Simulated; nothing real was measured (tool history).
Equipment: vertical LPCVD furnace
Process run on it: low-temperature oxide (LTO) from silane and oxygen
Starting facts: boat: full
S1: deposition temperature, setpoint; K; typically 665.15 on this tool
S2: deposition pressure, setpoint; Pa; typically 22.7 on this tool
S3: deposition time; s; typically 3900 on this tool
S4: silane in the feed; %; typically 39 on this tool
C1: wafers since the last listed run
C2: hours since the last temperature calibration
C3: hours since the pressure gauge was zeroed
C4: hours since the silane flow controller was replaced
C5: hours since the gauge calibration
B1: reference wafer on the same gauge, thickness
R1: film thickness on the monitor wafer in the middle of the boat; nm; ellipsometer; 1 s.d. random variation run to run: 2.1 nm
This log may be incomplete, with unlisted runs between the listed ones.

run,day,S1,S2,S3,S4,C1,C2,C3,C4,C5,B1,R1
1,0,665.15,22.7,3900,39,0,2862.5,922.6,4333.7,896.3,370.7,399.46
2,1.696,665.15,22.7,3900,39,568,2903.2,963.3,4374.4,937,370,403.57
3,4.154,665.15,26,3900,36,823,2962.2,1022.3,4433.4,996,370.32,416.87
4,5.554,665.15,22.7,3900,39,469,2995.8,1055.9,4467,1029.6,369.96,400.55
5,7.212,665.15,22.7,3900,42,555,3035.6,1095.7,4506.8,1069.4,369.94,442.46
6,8.725,665.15,22.7,3900,42,506,3071.9,1132,4543.1,1105.7,369.57,435.15
7,10.283,665.15,22.7,3900,39,522,3109.3,1169.4,4580.5,1143.1,370.38,399.58
8,12.079,665.15,22.7,3900,39,601,3152.4,1212.5,4623.6,1186.2,370.05,399.02
9,13.558,665.15,22.7,3900,39,495,3187.9,1248,4659.1,1221.7,370.12,395.98
10,15.442,665.15,22.7,3900,39,630,3233.1,1293.2,4704.3,1266.9,370.03,404.24
11,17.112,665.15,22.7,3900,39,559,3273.2,1333.3,4744.4,1307,369.82,403.51
12,19.479,665.15,22.7,3900,39,792,3330,1390.1,4801.2,1363.8,369.43,400.04
13,21.242,665.15,22.7,4920,39,590,3372.3,1432.4,4843.5,1406.1,369.79,506.98
# day 22.746: thermocouples replaced and temperature profile calibrated
14,22.767,665.15,22.7,4920,39,175,0.5,1469,4880.1,1442.7,370.07,507.45
15,23.879,665.15,22.7,3900,39,372,27.2,1495.7,4906.8,1469.4,369.7,402.07
# day 23.912: gauge calibrated
16,25.788,669.15,27.3,3900,39,639,73,1541.5,4952.6,45,369.93,503.81
# day 27.567: silane flow controller replaced
17,28.158,654.15,17.3,4650,35,459,129.9,1598.4,14.2,101.9,369.92,278.05
# day 30.4: pressure gauge zeroed
18,30.804,676.15,22.7,3900,39,551,193.4,9.7,77.7,165.4,370.21,453.29
19,32.342,653.15,22.7,3900,45,515,230.3,46.6,114.6,202.3,370.23,413.56
20,33.454,675.15,22.7,3900,39,372,257,73.3,141.3,229,369.33,448.35
21,36.225,665.15,22.7,3900,39,928,323.5,139.8,207.8,295.5,370.07,404.68
22,37.675,674.15,22.7,3900,32,485,358.3,174.6,242.6,330.3,369.79,339.68
23,38.929,665.15,22.7,3900,39,420,388.4,204.7,272.7,360.4,369.74,401.99
24,40.342,671.15,22.7,5310,39,473,422.3,238.6,306.6,394.3,369.86,581.24
25,41.346,665.15,22.7,3900,39,336,446.4,262.7,330.7,418.4,370.32,403.27
26,42.808,655.15,27.3,5040,34,489,481.5,297.8,365.8,453.5,369.36,466.78
27,44.375,665.15,24,5070,39,524,519.1,335.4,403.4,491.1,369.92,547.9
28,46.021,665.15,22.7,3900,39,551,558.6,374.9,442.9,530.6,370.25,403.09

Each row is a separate what-if for the run after 28, all from the same tool condition, not one after another. Results?
A,46.2,665.15,22.7,3150,39,60,562.9,379.2,447.2,534.9,?,?
B,46.2,665.15,27.3,5340,39,60,562.9,379.2,447.2,534.9,?,?
C,46.2,665.15,19.3,5070,39,60,562.9,379.2,447.2,534.9,?,?
D,46.2,655.15,25.3,3900,37,60,562.9,379.2,447.2,534.9,?,?

run,B1,R1
A,369.95,320.8
B,369.95,655.79
C,369.95,440.4
D,369.95,368.53
Stripped of hidden state, with their random variation kept, the same runs would have yielded:
run,R1
A,320.8
B,655.79
C,440.4
D,368.53
